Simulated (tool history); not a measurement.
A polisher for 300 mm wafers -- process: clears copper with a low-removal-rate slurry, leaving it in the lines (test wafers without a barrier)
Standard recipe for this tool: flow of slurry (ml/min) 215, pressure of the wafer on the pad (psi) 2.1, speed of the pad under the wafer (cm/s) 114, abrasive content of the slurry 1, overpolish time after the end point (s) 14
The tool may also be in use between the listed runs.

run,hour,flow of slurry (ml/min),pressure of the wafer on the pad (psi),speed of the pad under the wafer (cm/s),abrasive content of the slurry,overpolish time after the end point (s),"incoming thickness of the incoming film, nm",time until the end point was called (s),dishing of a wide line in a test structure (nm)
1,0,215,2.1,114,1.1,14,245.6,112.9,20.5
2,35.3,215,2.1,114,1.1,14,252.6,117.5,19.5
3,60.2,215,2.1,114,1.1,14,249.5,115.4,19.6
4,84.8,215,1.6,114,1,14,251.6,156.8,15.4
# hour 96.4: slurry nozzle cleaned
5,98.1,215,2.1,94,1,14,253.7,150.8,16.3
6,124.2,215,2.1,94,1,14,252,149.8,16.2
# hour 137.2: worn pad replaced by a new one, of another model than before
# hour 137.8: head pressure recalibrated
7,145.5,215,2.1,94,1,14,253.2,127.2,17.7
8,165.6,215,2.1,114,1,14,250.5,120.1,19.2
9,189,215,2.1,114,1,14,249.7,118.3,19.5
# hour 192.6: slurry blender recalibrated
10,224.9,215,2.1,114,1.15,14,247,114.4,20.5
11,251.2,215,2.4,114,1,10,253.1,114.1,15.3
12,266.6,235,2.5,114,1.25,14,250.8,103.3,22.8
13,282.7,215,2.1,114,1,14,246.4,118.8,19.1
14,295,275,1.7,84,1.25,14,252.4,141,17.3
# hour 315.3: worn pad replaced by a new one
15,319.7,215,2.7,126,0.75,14,250.7,104.4,21
16,344.3,215,2.1,114,1,14,245.2,116,19.6
# hour 355.4: slurry nozzle cleaned
17,374.3,215,2.1,90,1,8,253.3,135.5,10.7
18,393.8,215,2.1,102,1,14,248.1,128.5,19.1
19,422.9,215,2.1,114,1,14,246.1,120.1,19.5
20,446.7,170,2.1,90,0.9,7,248.7,146.7,8.3
# hour 487.6: worn pad replaced by a new one
21,509.4,215,2.1,114,1,14,248.4,117.1,19.9
22,541.8,270,2.1,124,1,14,254.7,112.7,22.1
23,557.3,215,2.1,114,1,14,248.4,121.1,18.9
24,587.4,160,2.1,114,1,14,249.8,125.6,18.5
25,602.1,215,1.5,124,1,14,245.1,129.7,16.9
# hour 635.3: slurry nozzle cleaned
26,636.9,215,2.4,114,1,18,251.8,113.4,24.6
27,650.6,215,2.1,114,1,14,249.2,119.1,18.8

Predict each of these 5 candidate next runs independently; none follows another, all start after run 27:
A,651.1,270,2.1,114,1,14,249.9,?,?
B,651.1,235,2.4,114,0.85,14,249.9,?,?
C,651.1,180,1.6,114,1,21,249.9,?,?
D,651.1,255,2.1,114,1,14,249.9,?,?
E,651.1,215,2.5,124,1,7,249.9,?,?

run,time until the end point was called (s),dishing of a wide line in a test structure (nm)
A,117.5,19.8
B,117.4,19.9
C,140.8,24
D,118.3,19.7
E,106,11.5
Without the tool's hidden state the same runs would have given:
run,time until the end point was called (s),dishing of a wide line in a test structure (nm)
A,110,21
B,109.8,21.1
C,131.7,25.5
D,110.7,20.9
E,99.2,12.2

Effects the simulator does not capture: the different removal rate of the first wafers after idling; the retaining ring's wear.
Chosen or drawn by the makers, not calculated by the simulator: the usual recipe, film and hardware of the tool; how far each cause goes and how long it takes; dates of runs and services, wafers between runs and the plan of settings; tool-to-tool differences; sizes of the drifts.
